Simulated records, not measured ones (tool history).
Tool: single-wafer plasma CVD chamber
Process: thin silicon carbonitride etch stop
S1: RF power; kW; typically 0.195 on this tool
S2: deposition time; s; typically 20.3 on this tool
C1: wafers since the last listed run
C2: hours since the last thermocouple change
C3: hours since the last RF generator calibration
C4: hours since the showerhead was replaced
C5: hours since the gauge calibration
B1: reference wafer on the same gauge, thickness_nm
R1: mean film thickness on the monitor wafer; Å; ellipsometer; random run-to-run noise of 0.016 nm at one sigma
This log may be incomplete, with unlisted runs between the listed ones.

run	hour	S1	S2	C1	C2	C3	C4	C5	B1	R1
1	0.0	0.195	23.2	0	1394.8	2244.5	2534.0	246.0	12.207	117.69
2	16.4	0.195	18.2	307	1411.2	2260.9	2550.4	262.4	12.194	92.13
3	29.3	0.195	18.2	242	1424.1	2273.8	2563.3	275.3	12.193	92.38
4	36.1	0.195	18.2	127	1430.9	2280.6	2570.1	282.1	12.210	92.11
5	48.9	0.195	20.3	240	1443.7	2293.4	2582.9	294.9	12.196	102.96
6	63.7	0.195	20.3	277	1458.5	2308.2	2597.7	309.7	12.198	102.94
7	74.3	0.195	20.3	198	1469.1	2318.8	2608.3	320.3	12.198	102.85
8	81.3	0.195	20.3	131	1476.1	2325.8	2615.3	327.3	12.202	102.85
9	87.5	0.195	20.3	116	1482.3	2332.0	2621.5	333.5	12.193	102.81
10	94.6	0.195	20.3	133	1489.4	2339.1	2628.6	340.6	12.206	102.80
11	101.5	0.185	20.3	129	1496.3	2346.0	2635.5	347.5	12.201	100.79
# hour 117.7: RF generator calibrated
12	118.2	0.185	20.3	163	1513.0	0.5	2652.2	364.2	12.211	104.07
13	120.9	0.195	20.3	50	1515.7	3.2	2654.9	366.9	12.197	106.00
14	136.1	0.175	23.8	285	1530.9	18.4	2670.1	382.1	12.198	119.68
15	149.8	0.195	20.3	257	1544.6	32.1	2683.8	395.8	12.200	106.04
# hour 156.2: gauge calibrated
16	159.4	0.210	20.3	180	1554.2	41.7	2693.4	3.2	12.203	108.58
17	184.2	0.195	17.2	465	1579.0	66.5	2718.2	28.0	12.196	89.67
18	194.6	0.215	18.3	195	1589.4	76.9	2728.6	38.4	12.206	98.74
19	206.7	0.235	18.7	227	1601.5	89.0	2740.7	50.5	12.199	104.07
# hour 218.1: thermocouple changed; heater temperature recalibrated
20	218.6	0.195	20.3	73	0.5	100.9	2752.6	62.4	12.196	105.84
21	220.9	0.180	16.9	43	2.8	103.2	2754.9	64.7	12.210	85.72
# hour 229.0: showerhead replaced, of another model than before
22	263.3	0.195	17.4	645	45.2	145.6	34.3	107.1	12.194	90.52
23	277.7	0.215	17.9	270	59.6	160.0	48.7	121.5	12.201	95.93
24	293.3	0.230	20.3	292	75.2	175.6	64.3	137.1	12.205	110.92
25	299.4	0.230	23.7	114	81.3	181.7	70.4	143.2	12.197	129.22
26	314.8	0.180	21.7	289	96.7	197.1	85.8	158.6	12.209	110.45
27	329.0	0.180	23.1	266	110.9	211.3	100.0	172.8	12.186	117.82
28	345.8	0.195	20.3	315	127.7	228.1	116.8	189.6	12.195	105.93
29	355.1	0.195	24.3	174	137.0	237.4	126.1	198.9	12.204	126.58
30	371.1	0.165	18.5	300	153.0	253.4	142.1	214.9	12.187	91.83
31	381.0	0.195	20.3	185	162.9	263.3	152.0	224.8	12.202	105.60
32	397.9	0.180	24.2	317	179.8	280.2	168.9	241.7	12.198	123.59
33	410.9	0.195	20.3	243	192.8	293.2	181.9	254.7	12.196	105.49
34	422.9	0.230	21.9	225	204.8	305.2	193.9	266.7	12.199	119.67
35	429.9	0.220	18.3	131	211.8	312.2	200.9	273.7	12.195	98.53

Branching from run 35: 4 alternative next runs. What would each branch give?
A	430.3	0.195	20.3	7	212.2	312.6	201.3	274.1	?	?
B	430.3	0.185	23.8	7	212.2	312.6	201.3	274.1	?	?
C	430.3	0.160	17.9	7	212.2	312.6	201.3	274.1	?	?
D	430.3	0.215	23.3	7	212.2	312.6	201.3	274.1	?	?

run	B1	R1
A	12.196	105.88
B	12.196	122.34
C	12.196	88.40
D	12.196	124.89
Without the tool's unlogged condition, the same runs would have read:
run	R1
A	106.18
B	122.68
C	88.65
D	125.24

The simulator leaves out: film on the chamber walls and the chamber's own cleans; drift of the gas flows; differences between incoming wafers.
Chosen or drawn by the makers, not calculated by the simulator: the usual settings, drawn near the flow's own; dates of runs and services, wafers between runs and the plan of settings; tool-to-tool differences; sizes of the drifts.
